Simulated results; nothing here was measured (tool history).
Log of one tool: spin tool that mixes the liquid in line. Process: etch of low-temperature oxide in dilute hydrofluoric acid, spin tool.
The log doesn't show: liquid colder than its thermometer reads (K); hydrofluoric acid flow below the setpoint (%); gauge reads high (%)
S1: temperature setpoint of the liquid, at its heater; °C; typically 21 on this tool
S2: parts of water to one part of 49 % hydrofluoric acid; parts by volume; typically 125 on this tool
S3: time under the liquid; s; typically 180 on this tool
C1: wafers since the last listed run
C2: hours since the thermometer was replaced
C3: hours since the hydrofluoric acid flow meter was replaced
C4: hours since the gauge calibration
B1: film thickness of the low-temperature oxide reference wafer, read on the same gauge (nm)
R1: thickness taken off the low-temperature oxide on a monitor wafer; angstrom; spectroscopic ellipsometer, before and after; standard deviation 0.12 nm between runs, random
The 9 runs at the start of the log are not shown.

run   hour    S1   S2   S3   C1     C2      C3     C4     B1     R1
 10  130.7    21  125  210  104   93.4  1984.7   43.3  80.01  235.4
 11  141.7    17   85  180   95  104.4  1995.7   54.3  80.04  262.4
 12  157.3  22.5  140  215  136    120  2011.3   69.9  80.02  222.2
 13  171.3  23.5  100  180  122    134  2025.3   83.9  79.99  289.2
 14  178.2    21  125  180   60  140.9  2032.2   90.8  80.01  202.3
 15  185.9    21  125  180   67  148.6  2039.9   98.5  80.01  203.5
       200  -- hydrofluoric acid flow meter replaced
 16    202    21   75  180  131  164.7       2  114.6  79.99  357.4
 17  213.4    23  125  255   99  176.1    13.4    126     80  309.4
 18  221.8    21  175  180   73  184.5    21.8  134.4  80.02  135.9
 19  232.5    21  125  180   93  195.2    32.5  145.1  80.01  202.9
 20  248.1    21  125  180  136  210.8    48.1  160.7  79.99  201.3
 21  265.4  19.5  170  140  150  228.1    65.4    178  80.01  102.9
 22  276.7    21  125  100   98  239.4    76.7  189.3  79.97  113.4
 23  291.9    21  105  180  132  254.6    91.9  204.5     80  248.7
 24  309.7    25  125  210  155  272.4   109.7  222.3     80  274.9
 25  320.3  17.5  185  130   92    283   120.3  232.9     80   80.7
 26  331.4  23.5  100  180   96  294.1   131.4    244  79.99  287.4
 27  344.2    21   70  180  111  306.9   144.2  256.8  80.02  380.1

What does the tool deliver on the next run?
 28  358.1  19.5  165  225  121  320.8  158.1  270.7   ?   ?

{"run 28": {"B1": 79.98, "R1": 173.8}}
On a tool with no hidden condition, and with the same random variation, this run would have come out at R1 173.8 angstrom.
